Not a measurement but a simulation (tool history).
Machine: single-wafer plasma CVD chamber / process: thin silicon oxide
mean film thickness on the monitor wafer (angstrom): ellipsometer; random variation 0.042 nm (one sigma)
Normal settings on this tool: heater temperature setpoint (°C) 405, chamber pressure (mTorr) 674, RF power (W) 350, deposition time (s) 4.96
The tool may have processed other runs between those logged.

run,hour,heater temperature setpoint (°C),chamber pressure (mTorr),RF power (W),deposition time (s),wafers since the last listed run,hours since the last thermocouple change,hours since the last RF generator calibration,hours since the last manometer calibration,hours since the showerhead was replaced,hours since the gauge calibration,"read-back reference wafer on the same gauge, thickness_nm",mean film thickness on the monitor wafer (angstrom)
1,0.0,405,674,350,4.96,0,1010.1,922.0,567.7,5112.1,143.8,6.374,78.80
2,39.3,405,674,350,4.96,1064,1049.4,961.3,607.0,5151.4,183.1,6.359,79.97
3,69.2,405,674,350,4.96,810,1079.3,991.2,636.9,5181.3,213.0,6.368,79.51
4,117.8,405,674,350,4.96,1316,1127.9,1039.8,685.5,5229.9,261.6,6.345,79.06
5,173.1,405,674,350,4.96,1498,1183.2,1095.1,740.8,5285.2,316.9,6.330,79.30
# hour 203.9: thermocouple changed; heater temperature recalibrated
# hour 257.6: RF generator calibrated
6,297.9,405,674,350,4.96,2948,94.0,40.3,865.6,5410.0,441.7,6.295,78.37
7,355.7,397,674,350,4.96,1566,151.8,98.1,923.4,5467.8,499.5,6.277,78.72
# hour 375.1: capacitance manometer re-zeroed and calibrated
8,406.3,415,726,370,5.48,1154,202.4,148.7,31.2,5518.4,550.1,6.253,93.60
# hour 434.9: showerhead replaced
9,471.4,398,796,310,4.50,1547,267.5,213.8,96.3,36.5,615.2,6.229,78.72
10,497.5,405,674,350,4.96,707,293.6,239.9,122.4,62.6,641.3,6.209,77.65
# hour 500.0: gauge calibrated
11,527.6,419,674,310,4.96,815,323.7,270.0,152.5,92.7,27.6,6.353,74.94
12,586.0,414,516,320,4.96,1582,382.1,328.4,210.9,151.1,86.0,6.362,58.19
13,632.0,405,674,350,5.84,1246,428.1,374.4,256.9,197.1,132.0,6.353,92.92
14,674.4,405,674,350,4.96,1148,470.5,416.8,299.3,239.5,174.4,6.356,78.42

Below are 5 alternative next runs, each starting from the tool's condition after run 14. Predict each:
A,674.8,405,674,350,4.96,10,470.9,417.2,299.7,239.9,174.8,?,?
B,674.8,394,535,350,4.96,10,470.9,417.2,299.7,239.9,174.8,?,?
C,674.8,405,674,330,4.96,10,470.9,417.2,299.7,239.9,174.8,?,?
D,674.8,405,750,395,4.96,10,470.9,417.2,299.7,239.9,174.8,?,?
E,674.8,395,674,350,4.96,10,470.9,417.2,299.7,239.9,174.8,?,?

run,"read-back reference wafer on the same gauge, thickness_nm",mean film thickness on the monitor wafer (angstrom)
A,6.351,78.94
B,6.351,62.90
C,6.351,77.56
D,6.351,90.71
E,6.351,79.48
The same runs, with their run-to-run variation unchanged, on a tool lacking any hidden condition would have given:
run,mean film thickness on the monitor wafer (angstrom)
A,79.20
B,63.11
C,77.81
D,91.00
E,79.74
